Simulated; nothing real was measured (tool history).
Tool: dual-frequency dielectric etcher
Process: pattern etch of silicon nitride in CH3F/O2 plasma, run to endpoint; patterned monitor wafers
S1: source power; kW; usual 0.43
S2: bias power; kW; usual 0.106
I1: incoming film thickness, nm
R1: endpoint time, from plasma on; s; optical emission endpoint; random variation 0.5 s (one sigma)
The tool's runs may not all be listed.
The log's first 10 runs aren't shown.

Run 11, hour 351.1: usual settings but S1 0.49 kW, S2 0.132 kW; I1 75.3. Result: R1 57.8 s.
Run 12, hour 377.6: usual settings; I1 75. Result: R1 66 s.
Run 13, hour 391: usual settings but S1 0.46 kW, S2 0.096 kW; I1 74.2. Result: R1 65.2 s.
At hour 416.8: wet clean of the chamber.
Run 14, hour 417.3: usual settings but S1 0.48 kW, S2 0.129 kW; I1 74.7. Result: R1 61.5 s.
Run 15, hour 437.1: usual settings but S1 0.34 kW; I1 74.9. Result: R1 74.4 s.
Run 16, hour 472.6: usual settings but S1 0.34 kW, S2 0.123 kW; I1 75.1. Result: R1 70.4 s.
Run 17, hour 489.5: usual settings but S1 0.34 kW, S2 0.114 kW; I1 74.9. Result: R1 71.6 s.
At hour 507: bias power generator calibrated.
Run 18, hour 518.5: usual settings but S1 0.4 kW, S2 0.087 kW; I1 75.4. Result: R1 74.8 s.
Run 19, hour 546.4: usual settings but S1 0.39 kW, S2 0.117 kW; I1 74.8. Result: R1 67.7 s.
Run 20, hour 579.4: usual settings but S1 0.51 kW, S2 0.13 kW; I1 74.1. Result: R1 57.8 s.
Run 21, hour 612.6: usual settings but S1 0.47 kW, S2 0.123 kW; I1 75.3. Result: R1 61.6 s.
Run 22, hour 648.4: usual settings; I1 74.5. Result: R1 65.5 s.
At hour 661.8: source power generator calibrated.
Run 23, hour 671.6: usual settings but S1 0.5 kW, S2 0.086 kW; I1 75.6. Result: R1 66.8 s.

Run 24 comes next. What will it give?
Run 24, hour 707.3: usual settings but S1 0.34 kW, S2 0.095 kW; I1 74.7. Result: R1 ?.

R1: 73.7 s
Without the tool's hidden state the same run would have given R1 76.3 s.

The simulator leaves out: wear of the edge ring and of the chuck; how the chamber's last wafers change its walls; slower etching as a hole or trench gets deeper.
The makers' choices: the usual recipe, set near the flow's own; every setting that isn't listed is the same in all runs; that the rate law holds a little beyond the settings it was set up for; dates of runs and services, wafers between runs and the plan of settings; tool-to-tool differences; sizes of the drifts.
